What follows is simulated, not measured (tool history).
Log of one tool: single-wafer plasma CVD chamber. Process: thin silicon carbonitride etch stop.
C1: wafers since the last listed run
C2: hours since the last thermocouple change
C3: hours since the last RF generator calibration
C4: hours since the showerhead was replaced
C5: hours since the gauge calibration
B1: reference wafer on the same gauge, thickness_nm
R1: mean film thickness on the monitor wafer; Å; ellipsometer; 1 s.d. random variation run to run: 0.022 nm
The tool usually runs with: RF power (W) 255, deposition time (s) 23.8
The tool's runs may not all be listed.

{"run": 1, "hour": 0.0, "RF power (W)": 255, "deposition time (s)": 23.8, "C1": 0, "C2": 1096.5, "C3": 1748, "C4": 3365.2, "C5": 31.3, "B1": 16.3, "R1": 144.43}
{"run": 2, "hour": 28.5, "RF power (W)": 255, "deposition time (s)": 26.3, "C1": 582, "C2": 1125, "C3": 1776.5, "C4": 3393.7, "C5": 59.8, "B1": 16.293, "R1": 158.91}
{"run": 3, "hour": 53.0, "RF power (W)": 255, "deposition time (s)": 23.8, "C1": 500, "C2": 1149.5, "C3": 1801, "C4": 3418.2, "C5": 84.3, "B1": 16.297, "R1": 144.45}
{"run": 4, "hour": 87.3, "RF power (W)": 255, "deposition time (s)": 23.8, "C1": 701, "C2": 1183.8, "C3": 1835.3, "C4": 3452.5, "C5": 118.6, "B1": 16.306, "R1": 144.59}
{"run": 5, "hour": 112.5, "RF power (W)": 240, "deposition time (s)": 23.8, "C1": 515, "C2": 1209, "C3": 1860.5, "C4": 3477.7, "C5": 143.8, "B1": 16.288, "R1": 141.08}
{"run": 6, "hour": 133.8, "RF power (W)": 225, "deposition time (s)": 23.8, "C1": 435, "C2": 1230.3, "C3": 1881.8, "C4": 3499, "C5": 165.1, "B1": 16.297, "R1": 137.44}
{"run": 7, "hour": 149.9, "RF power (W)": 225, "deposition time (s)": 23.8, "C1": 329, "C2": 1246.4, "C3": 1897.9, "C4": 3515.1, "C5": 181.2, "B1": 16.29, "R1": 137.41}
{"run": 8, "hour": 163.7, "RF power (W)": 240, "deposition time (s)": 20.9, "C1": 282, "C2": 1260.2, "C3": 1911.7, "C4": 3528.9, "C5": 195, "B1": 16.315, "R1": 123.9}
{"hour": 187.4, "done": "showerhead replaced"}
{"run": 9, "hour": 199.6, "RF power (W)": 240, "deposition time (s)": 20.9, "C1": 570, "C2": 1296.1, "C3": 1947.6, "C4": 12.2, "C5": 230.9, "B1": 16.302, "R1": 123.65}
{"run": 10, "hour": 212.3, "RF power (W)": 255, "deposition time (s)": 23.8, "C1": 259, "C2": 1308.8, "C3": 1960.3, "C4": 24.9, "C5": 243.6, "B1": 16.304, "R1": 143.71}
{"run": 11, "hour": 243.9, "RF power (W)": 255, "deposition time (s)": 22.1, "C1": 646, "C2": 1340.4, "C3": 1991.9, "C4": 56.5, "C5": 275.2, "B1": 16.3, "R1": 133.64}

Predict the results of run 12:
{"run": 12, "hour": 256.8, "RF power (W)": 230, "deposition time (s)": 22.4, "C1": 263, "C2": 1353.3, "C3": 2004.8, "C4": 69.4, "C5": 288.1, "B1": "?", "R1": "?"}

{"run 12": {"B1": 16.306, "R1": 130.28}}
Had the tool carried no hidden state, the very same run would have given R1 132.98 Å.
